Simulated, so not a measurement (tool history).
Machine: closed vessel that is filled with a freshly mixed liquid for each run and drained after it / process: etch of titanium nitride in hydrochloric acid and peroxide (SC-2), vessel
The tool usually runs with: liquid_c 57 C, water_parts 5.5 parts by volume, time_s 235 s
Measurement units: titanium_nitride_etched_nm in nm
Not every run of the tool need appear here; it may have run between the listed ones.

| run | hour | liquid_c | water_parts | time_s | read-back film thickness of the titanium nitride reference wafer, read on the same gauge (nm) | titanium_nitride_etched_nm |
|---|---|---|---|---|---|---|
| 1 | 0 | 57 | 4 | 235 | 29.97 | 15.1 |
| 2 | 48.4 | 57 | 4 | 235 | 30.04 | 15.31 |
|  | 113 | gauge calibrated |
| 3 | 129.5 | 57 | 4 | 235 | 30.01 | 15.6 |
| 4 | 207.5 | 57 | 5.5 | 235 | 30 | 12.51 |
| 5 | 338.2 | 57 | 5.5 | 235 | 30.02 | 12.77 |
| 6 | 383.6 | 57 | 5.5 | 235 | 30.01 | 12.53 |
| 7 | 446.5 | 57 | 5.5 | 235 | 30 | 12.8 |
| 8 | 489.2 | 57 | 5.5 | 195 | 30.03 | 10.59 |
| 9 | 529.2 | 57 | 5.5 | 195 | 29.98 | 10.74 |
| 10 | 585.4 | 57 | 5.5 | 195 | 30.01 | 10.82 |
|  | 607 | chemicals flow meter replaced |
| 11 | 675.2 | 57 | 5.5 | 235 | 29.99 | 13.04 |
| 12 | 759.2 | 57 | 5.5 | 235 | 30.05 | 13.32 |
|  | 806.9 | new drum of peroxide connected |
|  | 811.3 | thermometer replaced |
| 13 | 827.6 | 57 | 5.5 | 180 | 30.07 | 9.11 |
| 14 | 889.3 | 64 | 4 | 235 | 30.01 | 23.73 |
| 15 | 964 | 50 | 4 | 355 | 29.95 | 14.52 |
| 16 | 1064.4 | 50.5 | 4 | 175 | 30 | 7.57 |
| 17 | 1114.5 | 57 | 5.5 | 235 | 30.02 | 12.41 |
| 18 | 1188.4 | 63.5 | 4 | 105 | 30.01 | 10.31 |
| 19 | 1229.3 | 57 | 5.5 | 190 | 30.02 | 10.13 |
| 20 | 1327.6 | 57 | 5.5 | 135 | 29.96 | 7.26 |
|  | 1327.7 | gauge calibrated |
| 21 | 1397.7 | 47.5 | 7 | 300 | 30.03 | 7.37 |
| 22 | 1437.5 | 57 | 5.5 | 195 | 30.01 | 10.9 |

Predict the results of run 23:
| 23 | 1496.9 | 57 | 5.5 | 365 | ? | ? |

{"run 23": {"read-back film thickness of the titanium nitride reference wafer, read on the same gauge (nm)": 30, "titanium_nitride_etched_nm": 20.38}}
Take away the tool's hidden state, keep the run-to-run variation as it was, and the same run would have given titanium_nitride_etched_nm 18.76 nm.
